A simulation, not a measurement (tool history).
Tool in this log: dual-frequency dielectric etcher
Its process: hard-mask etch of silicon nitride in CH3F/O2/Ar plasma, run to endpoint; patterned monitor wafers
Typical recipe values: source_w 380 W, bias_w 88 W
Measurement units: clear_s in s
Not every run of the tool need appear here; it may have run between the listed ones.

| run | day | source_w | bias_w | wafers since the last listed run | hours since the last wet clean | hours since the last source power generator calibration | hours since the last bias power generator calibration | hours since the last upper electrode change | incoming incoming film thickness, nm | clear_s |
|---|---|---|---|---|---|---|---|---|---|---|
| 1 | 0.000 | 430 | 88 | 0 | 398.4 | 1611.1 | 2419.5 | 2787.7 | 36.00 | 48.8 |
| 2 | 0.525 | 430 | 88 | 175 | 411.0 | 1623.7 | 2432.1 | 2800.3 | 36.33 | 48.9 |
| 3 | 1.129 | 380 | 88 | 201 | 425.5 | 1638.2 | 2446.6 | 2814.8 | 36.01 | 51.1 |
| 4 | 1.471 | 380 | 82 | 113 | 433.7 | 1646.4 | 2454.8 | 2823.0 | 36.32 | 52.3 |
| 5 | 1.771 | 380 | 82 | 100 | 440.9 | 1653.6 | 2462.0 | 2830.2 | 36.19 | 52.8 |
| 6 | 2.288 | 380 | 82 | 172 | 453.3 | 1666.0 | 2474.4 | 2842.6 | 36.28 | 52.5 |
| 7 | 2.933 | 380 | 88 | 215 | 468.8 | 1681.5 | 2489.9 | 2858.1 | 36.00 | 52.0 |
| 8 | 3.246 | 380 | 88 | 104 | 476.3 | 1689.0 | 2497.4 | 2865.6 | 35.99 | 51.9 |
| 9 | 3.546 | 380 | 88 | 100 | 483.5 | 1696.2 | 2504.6 | 2872.8 | 35.98 | 51.9 |
| 10 | 4.038 | 380 | 88 | 163 | 495.3 | 1708.0 | 2516.4 | 2884.6 | 36.18 | 51.9 |
| 11 | 4.562 | 380 | 88 | 175 | 507.9 | 1720.6 | 2529.0 | 2897.2 | 36.31 | 52.4 |
| 12 | 5.058 | 380 | 88 | 165 | 519.8 | 1732.5 | 2540.9 | 2909.1 | 36.23 | 52.5 |
| 13 | 5.517 | 380 | 88 | 152 | 530.8 | 1743.5 | 2551.9 | 2920.1 | 36.08 | 51.9 |
| 14 | 6.079 | 380 | 88 | 187 | 544.3 | 1757.0 | 2565.4 | 2933.6 | 35.78 | 51.8 |
| 15 | 6.429 | 380 | 88 | 116 | 552.7 | 1765.4 | 2573.8 | 2942.0 | 36.24 | 52.0 |
| 16 | 6.954 | 380 | 88 | 175 | 565.3 | 1778.0 | 2586.4 | 2954.6 | 36.15 | 53.1 |
|  | 8.008 | upper electrode replaced, of another model than before |
| 17 | 8.029 | 380 | 88 | 25 | 591.1 | 1803.8 | 2612.2 | 0.5 | 36.16 | 52.4 |
|  | 9.050 | wet clean of the chamber |
| 18 | 9.071 | 380 | 82 | 13 | 0.5 | 1828.8 | 2637.2 | 25.5 | 36.34 | 51.1 |
| 19 | 9.083 | 380 | 88 | 4 | 0.8 | 1829.1 | 2637.5 | 25.8 | 36.22 | 49.6 |
| 20 | 9.100 | 460 | 88 | 5 | 1.2 | 1829.5 | 2637.9 | 26.2 | 36.26 | 45.0 |
| 21 | 9.625 | 330 | 76 | 175 | 13.8 | 1842.1 | 2650.5 | 38.8 | 36.20 | 58.2 |
| 22 | 10.208 | 380 | 88 | 194 | 27.8 | 1856.1 | 2664.5 | 52.8 | 36.05 | 50.6 |
|  | 10.483 | source power generator calibrated |
| 23 | 10.812 | 350 | 77 | 145 | 42.3 | 7.9 | 2679.0 | 67.3 | 35.96 | 55.4 |
| 24 | 11.146 | 280 | 97 | 111 | 50.3 | 15.9 | 2687.0 | 75.3 | 36.23 | 59.9 |
|  | 11.800 | bias power generator calibrated |
| 25 | 11.821 | 300 | 103 | 169 | 66.5 | 32.1 | 0.5 | 91.5 | 35.74 | 55.3 |
| 26 | 12.167 | 380 | 88 | 115 | 74.8 | 40.4 | 8.8 | 99.8 | 36.01 | 50.4 |
| 27 | 12.554 | 320 | 99 | 129 | 84.1 | 49.7 | 18.1 | 109.1 | 36.22 | 54.9 |
| 28 | 12.900 | 330 | 76 | 115 | 92.4 | 58.0 | 26.4 | 117.4 | 36.41 | 58.4 |
| 29 | 13.550 | 380 | 82 | 216 | 108.0 | 73.6 | 42.0 | 133.0 | 35.94 | 51.4 |
| 30 | 14.017 | 380 | 75 | 155 | 119.2 | 84.8 | 53.2 | 144.2 | 35.99 | 52.6 |
| 31 | 14.612 | 470 | 104 | 198 | 133.5 | 99.1 | 67.5 | 158.5 | 36.29 | 42.7 |
| 32 | 15.300 | 290 | 68 | 229 | 150.0 | 115.6 | 84.0 | 175.0 | 36.17 | 67.1 |
| 33 | 16.042 | 430 | 82 | 247 | 167.8 | 133.4 | 101.8 | 192.8 | 36.46 | 48.2 |
| 34 | 16.617 | 350 | 77 | 191 | 181.6 | 147.2 | 115.6 | 206.6 | 36.13 | 56.2 |
| 35 | 17.100 | 380 | 72 | 161 | 193.2 | 158.8 | 127.2 | 218.2 | 35.82 | 53.5 |
| 36 | 17.658 | 380 | 75 | 186 | 206.6 | 172.2 | 140.6 | 231.6 | 36.18 | 54.2 |

Some steps in clear_s between neighbouring runs. How much of each would the tool show without its hidden state too (settings, what came in, random variation), and how much is left for the hidden state, with any gauge scatter that isn't in both results?
Hidden state at play: etch rate over this chamber's usual, %; source power that arrives over what is set, %; bias power that arrives over what is set, %.
Run 2 -> 3: source_w 430 -> 380. clear_s +2.2 s: hidden state +0.2, all else +2.0.
Run 17 -> 18: bias_w 88 -> 82, wet clean of the chamber. clear_s -1.3 s: hidden state -2.4, all else +1.1.
Run 20 -> 21: source_w 460 -> 330, bias_w 88 -> 76. clear_s +13.2 s: hidden state +0.1, all else +13.1.
Run 31 -> 32: source_w 470 -> 290, bias_w 104 -> 68. clear_s +24.4 s: hidden state +0.4, all else +24.0.
Run 32 -> 33: source_w 290 -> 430, bias_w 68 -> 82. clear_s -18.9 s: hidden state -0.2, all else -18.7.

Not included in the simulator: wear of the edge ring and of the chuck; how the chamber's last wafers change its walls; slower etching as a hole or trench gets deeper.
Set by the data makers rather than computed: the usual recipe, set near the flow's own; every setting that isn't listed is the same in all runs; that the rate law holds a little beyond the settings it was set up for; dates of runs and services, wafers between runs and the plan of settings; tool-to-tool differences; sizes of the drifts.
